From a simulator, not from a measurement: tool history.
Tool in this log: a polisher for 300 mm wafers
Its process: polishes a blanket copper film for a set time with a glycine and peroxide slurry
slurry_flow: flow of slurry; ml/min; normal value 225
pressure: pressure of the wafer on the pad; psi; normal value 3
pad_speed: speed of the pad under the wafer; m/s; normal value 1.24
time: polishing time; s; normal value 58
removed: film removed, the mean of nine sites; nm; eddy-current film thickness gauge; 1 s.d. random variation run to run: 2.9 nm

run	day	slurry_flow	pressure	pad_speed	time	wafers since the last listed run	wafers polished on this pad	hours since the slurry nozzle was cleaned	hours since the head pressure was calibrated	incoming thickness of the incoming film, nm	removed
1	0	225	3	1.24	46	0	440	348	605.8	2001.6	321.5
2	1.221	225	3	1.24	46	311	752	377.3	635.1	1977.9	317.3
# day 1.962: worn pad replaced by a new one
3	4.546	225	3	1.24	58	805	658	457.1	714.9	1961.9	397.4
4	5.6	225	3	1.14	44	268	926	482.4	740.2	2003.9	282
# day 6.283: worn pad replaced by a new one
5	6.875	225	3	1.14	44	282	151	513	770.8	1999.5	284.4
# day 7.712: head pressure recalibrated
6	7.975	225	3	1.24	58	259	410	539.4	6.3	1958.6	425.3
7	8.625	225	3	1.24	58	165	575	555	21.9	2003.1	424.6
8	9.267	225	3	1.24	58	163	739	570.4	37.3	1992.3	428.5
9	10.042	225	3	1.24	58	197	937	589	55.9	2011	425.5
# day 11.008: worn pad replaced by a new one
10	11.029	250	3	1.24	58	209	5	612.7	79.6	2008.9	426.5
11	11.496	280	2.7	1.24	58	118	124	623.9	90.8	2010.6	406.3
12	12.471	225	3	1.24	58	248	372	647.3	114.2	1998.7	414.9
13	13.442	225	2.3	1.24	58	247	620	670.6	137.5	1998.3	351.7
14	13.958	225	3	1.24	58	131	752	683	149.9	1963.6	420
# day 15.071: slurry nozzle cleaned
# day 15.508: worn pad replaced by a new one
15	15.529	225	3.6	1.24	58	347	5	11	187.6	2031.8	463.9
16	16.033	225	3.6	1.24	58	128	133	23.1	199.7	2014.8	456.8
# day 20.029: worn pad replaced by a new one
17	20.342	225	3	1.4	53	1055	79	126.5	303.1	1996.4	419.5
18	21.154	255	2.5	1.54	43	207	286	146	322.6	2011.6	327.5

3 options for the next run, each taken on its own from the tool as it stands now. Forecast them:
A	21.171	225	3.3	1.24	58	4	290	146.4	323	2002.7	?
B	21.171	190	3.9	1.6	47	4	290	146.4	323	2002.7	?
C	21.171	225	3	1.24	49	4	290	146.4	323	2002.7	?

run	removed
A	436.4
B	484.4
C	346.9
The same runs, with their run-to-run variation unchanged, on a tool lacking any hidden condition would have given:
run	removed
A	457.6
B	508.9
C	363.6
